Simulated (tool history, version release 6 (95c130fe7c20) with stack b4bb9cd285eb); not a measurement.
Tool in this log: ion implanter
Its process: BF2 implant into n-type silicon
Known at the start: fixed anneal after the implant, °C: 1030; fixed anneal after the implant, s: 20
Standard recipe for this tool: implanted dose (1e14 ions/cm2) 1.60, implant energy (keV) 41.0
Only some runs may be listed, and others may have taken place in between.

run     day  implanted dose (1e14 ions/cm2)  implant energy (keV)  read-back reference wafer on the same gauge, sheet resistance  sheet resistance of the implanted and annealed layer (ohm/square)
  1   0.000                            1.60                  41.0                                                         630.18                                                             642.50
  2   0.754                            1.60                  41.0                                                         631.06                                                             644.12
  3   4.050                            1.60                  41.0                                                         630.47                                                             639.51
  4   5.271                            1.60                  41.0                                                         631.49                                                             638.35
  5   6.575                            1.60                  41.0                                                         631.10                                                             643.30
  6   7.929                            1.60                  41.0                                                         631.40                                                             643.01
  7   9.246                            1.60                  41.0                                                         630.37                                                             643.28
  8  10.450                            1.29                  45.5                                                         630.36                                                             757.38
  9  11.167                            1.60                  41.0                                                         631.43                                                             636.54
 10  12.633                            1.60                  41.0                                                         631.51                                                             642.10
 11  16.517                            1.60                  41.0                                                         630.71                                                             640.54
 12  17.417                            1.60                  41.0                                                         630.79                                                             641.27
 13  18.196                            1.60                  30.5                                                         630.04                                                             668.47
 14  18.962                            1.60                  30.5                                                         630.84                                                             668.01
 15  21.304                            1.60                  41.0                                                         630.42                                                             647.56
 16  22.604                            1.60                  41.0                                                         631.04                                                             641.36
 17  23.542                            1.60                  41.0                                                         630.98                                                             642.35
 18  24.317                            1.15                  31.5                                                         630.34                                                             867.15
 19  25.254                            1.98                  41.0                                                         630.77                                                             543.96
 20  26.562                            1.60                  41.0                                                         632.24                                                             641.04
 21  27.775                            1.60                  41.0                                                         630.84                                                             639.65
 22  28.588                            1.79                  51.5                                                         630.03                                                             566.79
 23  30.067                            1.41                  33.5                                                         631.74                                                             730.16
 24  31.388                            1.60                  29.5                                                         630.65                                                             664.15
 25  32.175                            1.60                  41.0                                                         630.45                                                             643.23
 26  33.654                            1.60                  41.0                                                         631.00                                                             610.87
 27  34.304                            1.87                  36.5                                                         630.54                                                             548.64
 28  35.142                            1.17                  41.0                                                         631.88                                                             785.73
 29  36.279                            1.60                  41.0                                                         632.10                                                             617.49
 30  39.933                            1.92                  41.0                                                         630.72                                                             534.53
 31  41.375                            2.03                  33.0                                                         631.77                                                             525.97
 32  42.171                            1.33                  32.0                                                         631.36                                                             744.11
 33  43.412                            1.96                  55.0                                                         631.22                                                             508.96
 34  44.608                            1.85                  37.5                                                         630.72                                                             555.33
 35  45.658                            1.17                  41.0                                                         631.64                                                             809.91
 36  46.525                            1.60                  37.0                                                         631.69                                                             632.60
 37  47.858                            1.98                  28.0                                                         631.18                                                             549.10

Missing from the log above: 4 entries noted between runs. For each, name the pair of listed runs it sits between and say how the tool's hidden condition differs from the listed run just before to the listed run just after:
After run 6, before run 7: gauge calibrated (day 8.158)
  deviation of the true dose from the Faraday cup's reading, %: -5.17 -> -5.21
  measured minus no-state result, sheet resistance of the implanted and annealed layer (ohm/square): +27.18 -> +27.36
After run 23, before run 24: extraction supply calibrated (day 30.971)
  deviation of the true dose from the Faraday cup's reading, %: -5.55 -> -5.56
  measured minus no-state result, sheet resistance of the implanted and annealed layer (ohm/square): +33.18 -> +30.59
After run 25, before run 26: Faraday cup replaced and dose calibrated (day 33.633)
  deviation of the true dose from the Faraday cup's reading, %: -5.57 -> 0.323
  measured minus no-state result, sheet resistance of the implanted and annealed layer (ohm/square): +29.25 -> -1.61
After run 29, before run 30: gauge calibrated (day 37.200)
  deviation of the true dose from the Faraday cup's reading, %: -0.217 -> -0.877
  measured minus no-state result, sheet resistance of the implanted and annealed layer (ohm/square): +1.09 -> +3.85

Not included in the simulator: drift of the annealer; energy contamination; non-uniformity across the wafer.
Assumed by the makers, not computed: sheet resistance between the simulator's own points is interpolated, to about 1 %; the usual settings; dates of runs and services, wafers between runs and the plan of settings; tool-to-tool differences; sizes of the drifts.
